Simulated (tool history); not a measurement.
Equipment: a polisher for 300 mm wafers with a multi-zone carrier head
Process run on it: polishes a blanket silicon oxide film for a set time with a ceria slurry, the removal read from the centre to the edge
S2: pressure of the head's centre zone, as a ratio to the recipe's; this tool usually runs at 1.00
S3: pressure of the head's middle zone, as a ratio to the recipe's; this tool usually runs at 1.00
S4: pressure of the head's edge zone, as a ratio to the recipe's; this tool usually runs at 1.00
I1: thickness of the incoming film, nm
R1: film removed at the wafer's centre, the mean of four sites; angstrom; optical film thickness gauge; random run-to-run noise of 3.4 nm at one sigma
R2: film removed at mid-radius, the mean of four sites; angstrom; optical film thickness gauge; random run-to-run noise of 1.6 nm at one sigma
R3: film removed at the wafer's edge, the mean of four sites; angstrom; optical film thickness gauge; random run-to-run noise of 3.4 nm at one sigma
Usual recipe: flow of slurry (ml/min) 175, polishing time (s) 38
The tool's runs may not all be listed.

run 1 hour=0.0 | flow_of_slurry_(ml/min)=175 S2=1.00 S3=1.00 S4=0.94 polishing_time_(s)=38 | I1=1302.0 | R1=2643 R2=2370 R3=2354
run 2 hour=27.3 | flow_of_slurry_(ml/min)=175 S2=1.00 S3=1.00 S4=0.94 polishing_time_(s)=38 | I1=1309.9 | R1=2544 R2=2260 R3=2259
run 3 hour=45.7 | flow_of_slurry_(ml/min)=175 S2=1.00 S3=1.00 S4=1.00 polishing_time_(s)=38 | I1=1325.0 | R1=2515 R2=2223 R3=2277
run 4 hour=72.5 | flow_of_slurry_(ml/min)=175 S2=1.00 S3=1.00 S4=1.00 polishing_time_(s)=38 | I1=1327.5 | R1=2488 R2=2199 R3=2192
run 5 hour=96.3 | flow_of_slurry_(ml/min)=175 S2=1.00 S3=1.00 S4=1.00 polishing_time_(s)=38 | I1=1320.6 | R1=2449 R2=2198 R3=2286
-- hour=102.3 slurry nozzle cleaned
-- hour=104.0 worn pad replaced by a new one
run 6 hour=122.0 | flow_of_slurry_(ml/min)=175 S2=1.00 S3=1.05 S4=1.00 polishing_time_(s)=38 | I1=1294.8 | R1=2629 R2=2398 R3=2333
run 7 hour=146.9 | flow_of_slurry_(ml/min)=175 S2=1.00 S3=1.05 S4=1.00 polishing_time_(s)=38 | I1=1333.2 | R1=2587 R2=2346 R3=2258
-- hour=156.8 edge zone pressure recalibrated
run 8 hour=166.8 | flow_of_slurry_(ml/min)=175 S2=1.00 S3=1.00 S4=1.00 polishing_time_(s)=42 | I1=1336.2 | R1=2814 R2=2465 R3=2478
run 9 hour=187.0 | flow_of_slurry_(ml/min)=175 S2=1.00 S3=1.00 S4=1.00 polishing_time_(s)=42 | I1=1325.2 | R1=2768 R2=2430 R3=2460
run 10 hour=222.8 | flow_of_slurry_(ml/min)=175 S2=1.00 S3=1.00 S4=1.00 polishing_time_(s)=38 | I1=1308.4 | R1=2507 R2=2170 R3=2251
-- hour=229.0 worn pad replaced by a new one
run 11 hour=238.8 | flow_of_slurry_(ml/min)=175 S2=1.00 S3=1.00 S4=1.00 polishing_time_(s)=38 | I1=1304.6 | R1=2703 R2=2327 R3=2408
run 12 hour=264.0 | flow_of_slurry_(ml/min)=175 S2=1.00 S3=1.00 S4=1.00 polishing_time_(s)=38 | I1=1324.9 | R1=2621 R2=2249 R3=2306
-- hour=269.3 carrier head's membrane replaced by a new one
run 13 hour=283.9 | flow_of_slurry_(ml/min)=175 S2=1.00 S3=1.00 S4=1.00 polishing_time_(s)=38 | I1=1339.4 | R1=2560 R2=2218 R3=2225
run 14 hour=307.7 | flow_of_slurry_(ml/min)=220 S2=1.00 S3=1.09 S4=0.90 polishing_time_(s)=38 | I1=1332.0 | R1=2600 R2=2401 R3=2104
run 15 hour=323.0 | flow_of_slurry_(ml/min)=175 S2=1.00 S3=1.04 S4=1.06 polishing_time_(s)=38 | I1=1326.5 | R1=2615 R2=2264 R3=2290
-- hour=337.5 worn pad replaced by a new one
run 16 hour=358.3 | flow_of_slurry_(ml/min)=175 S2=1.00 S3=0.91 S4=1.09 polishing_time_(s)=46 | I1=1323.7 | R1=3254 R2=2591 R3=2894
-- hour=363.5 centre zone pressure recalibrated
run 17 hour=386.4 | flow_of_slurry_(ml/min)=120 S2=0.91 S3=1.00 S4=1.00 polishing_time_(s)=38 | I1=1317.6 | R1=2037 R2=2112 R3=2182

Predict the results of run 18:
run 18 hour=408.4 | flow_of_slurry_(ml/min)=175 S2=1.00 S3=1.00 S4=1.09 polishing_time_(s)=38 | I1=1305.9 | R1=? R2=? R3=?

{"run 18": {"R1": 2315, "R2": 2191, "R3": 2308}}
If the tool had no hidden condition, the same run with the same run-to-run variation would have returned R1 2516 angstrom, R2 2426 angstrom, R3 2555 angstrom.
